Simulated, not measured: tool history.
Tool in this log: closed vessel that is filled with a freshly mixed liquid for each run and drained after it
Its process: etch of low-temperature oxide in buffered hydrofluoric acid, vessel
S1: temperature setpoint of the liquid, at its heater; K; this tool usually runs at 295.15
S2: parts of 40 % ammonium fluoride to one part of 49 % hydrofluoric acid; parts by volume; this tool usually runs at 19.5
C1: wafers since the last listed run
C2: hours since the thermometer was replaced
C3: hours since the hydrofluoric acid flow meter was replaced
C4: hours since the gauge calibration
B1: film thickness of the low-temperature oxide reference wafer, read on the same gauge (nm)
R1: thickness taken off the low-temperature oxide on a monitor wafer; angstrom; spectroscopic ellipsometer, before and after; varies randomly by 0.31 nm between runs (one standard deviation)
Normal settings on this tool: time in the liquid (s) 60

run 1 hour=0 | S1=295.15 S2=19.5 time_in_the_liquid_(s)=55 | C1=0 C2=3001.9 C3=1256.9 C4=425.2 | B1=149.97 | R1=493.2
run 2 hour=17.4 | S1=295.15 S2=19.5 time_in_the_liquid_(s)=55 | C1=2335 C2=3019.3 C3=1274.3 C4=442.6 | B1=149.97 | R1=487
run 3 hour=28.4 | S1=295.15 S2=22.5 time_in_the_liquid_(s)=60 | C1=1476 C2=3030.3 C3=1285.3 C4=453.6 | B1=150.07 | R1=484.9
run 4 hour=39 | S1=295.15 S2=19.5 time_in_the_liquid_(s)=60 | C1=1423 C2=3040.9 C3=1295.9 C4=464.2 | B1=149.93 | R1=531.8
run 5 hour=52.8 | S1=295.15 S2=19.5 time_in_the_liquid_(s)=60 | C1=1852 C2=3054.7 C3=1309.7 C4=478 | B1=150.03 | R1=530.7
run 6 hour=70.1 | S1=293.15 S2=19.5 time_in_the_liquid_(s)=60 | C1=2322 C2=3072 C3=1327 C4=495.3 | B1=150.02 | R1=473.1
-- hour=74 thermometer replaced
run 7 hour=78.9 | S1=293.15 S2=19.5 time_in_the_liquid_(s)=60 | C1=1047 C2=4.9 C3=1335.8 C4=504.1 | B1=149.97 | R1=477.3
-- hour=84.6 gauge calibrated
run 8 hour=86.5 | S1=293.15 S2=19.5 time_in_the_liquid_(s)=60 | C1=1020 C2=12.5 C3=1343.4 C4=1.9 | B1=149.99 | R1=475.8
run 9 hour=98.6 | S1=292.15 S2=19.5 time_in_the_liquid_(s)=60 | C1=1624 C2=24.6 C3=1355.5 C4=14 | B1=150.03 | R1=452.5
run 10 hour=131.8 | S1=299.65 S2=13.5 time_in_the_liquid_(s)=45 | C1=4456 C2=57.8 C3=1388.7 C4=47.2 | B1=150.05 | R1=712
run 11 hour=141.4 | S1=298.15 S2=19.5 time_in_the_liquid_(s)=60 | C1=1288 C2=67.4 C3=1398.3 C4=56.8 | B1=149.99 | R1=620.9
run 12 hour=150.3 | S1=295.15 S2=19.5 time_in_the_liquid_(s)=60 | C1=1194 C2=76.3 C3=1407.2 C4=65.7 | B1=149.98 | R1=529.9
run 13 hour=159.7 | S1=295.15 S2=26.5 time_in_the_liquid_(s)=40 | C1=1261 C2=85.7 C3=1416.6 C4=75.1 | B1=150.06 | R1=284.8
run 14 hour=176.1 | S1=295.15 S2=15.5 time_in_the_liquid_(s)=30 | C1=2201 C2=102.1 C3=1433 C4=91.5 | B1=150 | R1=318.9
-- hour=184.1 hydrofluoric acid flow meter replaced
run 15 hour=185.8 | S1=295.15 S2=19.5 time_in_the_liquid_(s)=60 | C1=1167 C2=111.8 C3=1.7 C4=101.2 | B1=150 | R1=577.3
run 16 hour=193.2 | S1=297.65 S2=19.5 time_in_the_liquid_(s)=90 | C1=993 C2=119.2 C3=9.1 C4=108.6 | B1=149.95 | R1=997.2
run 17 hour=202.6 | S1=295.15 S2=19.5 time_in_the_liquid_(s)=60 | C1=1261 C2=128.6 C3=18.5 C4=118 | B1=150.01 | R1=576.7
run 18 hour=213.9 | S1=297.65 S2=19.5 time_in_the_liquid_(s)=90 | C1=1516 C2=139.9 C3=29.8 C4=129.3 | B1=149.99 | R1=988.8
run 19 hour=224.2 | S1=295.15 S2=15.5 time_in_the_liquid_(s)=30 | C1=1382 C2=150.2 C3=40.1 C4=139.6 | B1=150 | R1=361.2
run 20 hour=235.2 | S1=296.65 S2=19.5 time_in_the_liquid_(s)=60 | C1=1476 C2=161.2 C3=51.1 C4=150.6 | B1=150 | R1=621.6
run 21 hour=243.7 | S1=295.15 S2=19.5 time_in_the_liquid_(s)=60 | C1=1141 C2=169.7 C3=59.6 C4=159.1 | B1=149.96 | R1=572
run 22 hour=251.9 | S1=295.15 S2=19.5 time_in_the_liquid_(s)=35 | C1=1100 C2=177.9 C3=67.8 C4=167.3 | B1=149.97 | R1=335.5
run 23 hour=261.3 | S1=292.65 S2=17 time_in_the_liquid_(s)=60 | C1=1261 C2=187.3 C3=77.2 C4=176.7 | B1=149.99 | R1=574.5
run 24 hour=277.9 | S1=290.65 S2=21.5 time_in_the_liquid_(s)=75 | C1=2228 C2=203.9 C3=93.8 C4=193.3 | B1=150.02 | R1=522.8
run 25 hour=284.9 | S1=293.65 S2=19.5 time_in_the_liquid_(s)=95 | C1=939 C2=210.9 C3=100.8 C4=200.3 | B1=150.04 | R1=827.5
run 26 hour=301.2 | S1=297.15 S2=14 time_in_the_liquid_(s)=90 | C1=2188 C2=227.2 C3=117.1 C4=216.6 | B1=150 | R1=1335.9
run 27 hour=317.2 | S1=293.65 S2=19.5 time_in_the_liquid_(s)=90 | C1=2147 C2=243.2 C3=133.1 C4=232.6 | B1=149.99 | R1=790.8
run 28 hour=331.9 | S1=290.65 S2=12.5 time_in_the_liquid_(s)=60 | C1=1973 C2=257.9 C3=147.8 C4=247.3 | B1=149.99 | R1=681.7
run 29 hour=340.4 | S1=297.65 S2=16.5 time_in_the_liquid_(s)=50 | C1=1141 C2=266.4 C3=156.3 C4=255.8 | B1=149.99 | R1=639.5
run 30 hour=354 | S1=295.15 S2=19.5 time_in_the_liquid_(s)=60 | C1=1825 C2=280 C3=169.9 C4=269.4 | B1=149.99 | R1=567.9
run 31 hour=365.1 | S1=290.65 S2=24.5 time_in_the_liquid_(s)=50 | C1=1490 C2=291.1 C3=181 C4=280.5 | B1=150.02 | R1=311
run 32 hour=383 | S1=290.65 S2=27.5 time_in_the_liquid_(s)=40 | C1=2403 C2=309 C3=198.9 C4=298.4 | B1=149.99 | R1=231.9

Hidden state, per run?
liquid hotter than its thermometer reads (K): 0 across all the runs
gauge reads high (%): 0 across all the runs
H1: hydrofluoric acid flow below the setpoint (%)
run=1 H1=9.95
run=2 H1=10.1
run=3 H1=10.2
run=4 H1=10.3
run=5 H1=10.4
run=6 H1=10.5
run=7 H1=10.6
run=8 H1=10.6
run=9 H1=10.7
run=10 H1=11
run=11 H1=11
run=12 H1=11.1
run=13 H1=11.2
run=14 H1=11.3
run=15 H1=0.414
run=16 H1=0.471
run=17 H1=0.544
run=18 H1=0.632
run=19 H1=0.712
run=20 H1=0.797
run=21 H1=0.863
run=22 H1=0.927
run=23 H1=1
run=24 H1=1.13
run=25 H1=1.18
run=26 H1=1.31
run=27 H1=1.43
run=28 H1=1.55
run=29 H1=1.61
run=30 H1=1.72
run=31 H1=1.8
run=32 H1=1.94
